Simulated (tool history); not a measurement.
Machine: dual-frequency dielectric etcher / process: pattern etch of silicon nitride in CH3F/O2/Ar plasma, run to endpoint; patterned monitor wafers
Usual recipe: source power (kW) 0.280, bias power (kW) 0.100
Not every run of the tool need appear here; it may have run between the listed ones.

run	hour	source power (kW)	bias power (kW)	wafers since the last listed run	hours since the last wet clean	hours since the last source power generator calibration	hours since the last bias power generator calibration	hours since the last upper electrode change	incoming incoming film thickness, nm	endpoint time (s)
1	0.0	0.280	0.100	0	136.2	2023.5	2489.5	2938.4	31.66	53.9
2	73.7	0.280	0.106	1216	209.9	2097.2	2563.2	3012.1	32.33	53.0
3	112.6	0.280	0.106	641	248.8	2136.1	2602.1	3051.0	32.20	53.7
4	161.9	0.280	0.106	813	298.1	2185.4	2651.4	3100.3	32.08	53.3
5	246.4	0.280	0.100	1394	382.6	2269.9	2735.9	3184.8	32.01	55.8
6	344.2	0.280	0.100	1613	480.4	2367.7	2833.7	3282.6	32.05	56.3
# hour 399.7: wet clean of the chamber
7	400.2	0.280	0.100	528	0.5	2423.7	2889.7	3338.6	31.78	53.3
8	454.5	0.280	0.100	895	54.8	2478.0	2944.0	3392.9	31.75	53.0
9	511.0	0.280	0.100	932	111.3	2534.5	3000.5	3449.4	32.12	54.2
10	549.6	0.280	0.100	636	149.9	2573.1	3039.1	3488.0	32.08	54.3
11	589.6	0.260	0.100	660	189.9	2613.1	3079.1	3528.0	32.06	55.9
12	644.1	0.230	0.100	899	244.4	2667.6	3133.6	3582.5	31.96	58.5
13	687.0	0.230	0.100	707	287.3	2710.5	3176.5	3625.4	32.21	59.1
14	750.8	0.230	0.100	1052	351.1	2774.3	3240.3	3689.2	32.04	58.7
# hour 764.7: source power generator calibrated
15	807.6	0.280	0.091	871	407.9	42.9	3297.1	3746.0	31.67	57.1
# hour 924.0: wet clean of the chamber
16	1106.3	0.280	0.100	4532	182.3	341.6	3595.8	4044.7	32.03	54.1
17	1212.7	0.220	0.083	1755	288.7	448.0	3702.2	4151.1	31.89	66.3
# hour 1240.8: upper electrode replaced
18	1300.5	0.230	0.086	1052	376.5	535.8	3790.0	59.7	31.84	64.0
19	1379.6	0.310	0.083	1305	455.6	614.9	3869.1	138.8	31.97	60.1
# hour 1458.0: wet clean of the chamber
20	1468.3	0.280	0.100	1067	10.3	703.6	3957.8	227.5	31.96	53.0
21	1556.3	0.350	0.100	1452	98.3	791.6	4045.8	315.5	32.26	50.0
22	1607.5	0.280	0.100	844	149.5	842.8	4097.0	366.7	31.98	54.0
# hour 1687.5: bias power generator calibrated
23	1696.9	0.280	0.100	1409	238.9	932.2	9.4	456.1	31.92	53.9
24	1756.0	0.240	0.080	975	298.0	991.3	68.5	515.2	32.43	66.8
25	1863.0	0.320	0.100	1765	405.0	1098.3	175.5	622.2	31.76	52.5
26	1947.9	0.250	0.112	1400	489.9	1183.2	260.4	707.1	31.77	53.6
# hour 2046.6: wet clean of the chamber
27	2047.1	0.250	0.089	1240	0.5	1282.4	359.6	806.3	31.68	58.5
28	2086.6	0.300	0.115	651	40.0	1321.9	399.1	845.8	32.05	48.0
29	2136.1	0.310	0.117	816	89.5	1371.4	448.6	895.3	32.29	47.5
30	2175.0	0.280	0.100	641	128.4	1410.3	487.5	934.2	31.79	53.4
31	2252.3	0.310	0.100	1275	205.7	1487.6	564.8	1011.5	31.73	51.7
32	2346.1	0.280	0.100	1547	299.5	1581.4	658.6	1105.3	31.62	53.8

Below are 5 alternative next runs, each starting from the tool's condition after run 32. Predict each:
A	2346.5	0.280	0.124	6	299.9	1581.8	659.0	1105.7	31.81	?
B	2346.5	0.220	0.100	6	299.9	1581.8	659.0	1105.7	31.81	?
C	2346.5	0.280	0.077	6	299.9	1581.8	659.0	1105.7	31.81	?
D	2346.5	0.350	0.111	6	299.9	1581.8	659.0	1105.7	31.81	?
E	2346.5	0.280	0.115	6	299.9	1581.8	659.0	1105.7	31.81	?

run	endpoint time (s)
A	47.6
B	58.4
C	63.6
D	47.0
E	49.6
Without the tool's unlogged condition, the same runs would have read:
run	endpoint time (s)
A	46.0
B	56.5
C	61.4
D	45.4
E	48.0

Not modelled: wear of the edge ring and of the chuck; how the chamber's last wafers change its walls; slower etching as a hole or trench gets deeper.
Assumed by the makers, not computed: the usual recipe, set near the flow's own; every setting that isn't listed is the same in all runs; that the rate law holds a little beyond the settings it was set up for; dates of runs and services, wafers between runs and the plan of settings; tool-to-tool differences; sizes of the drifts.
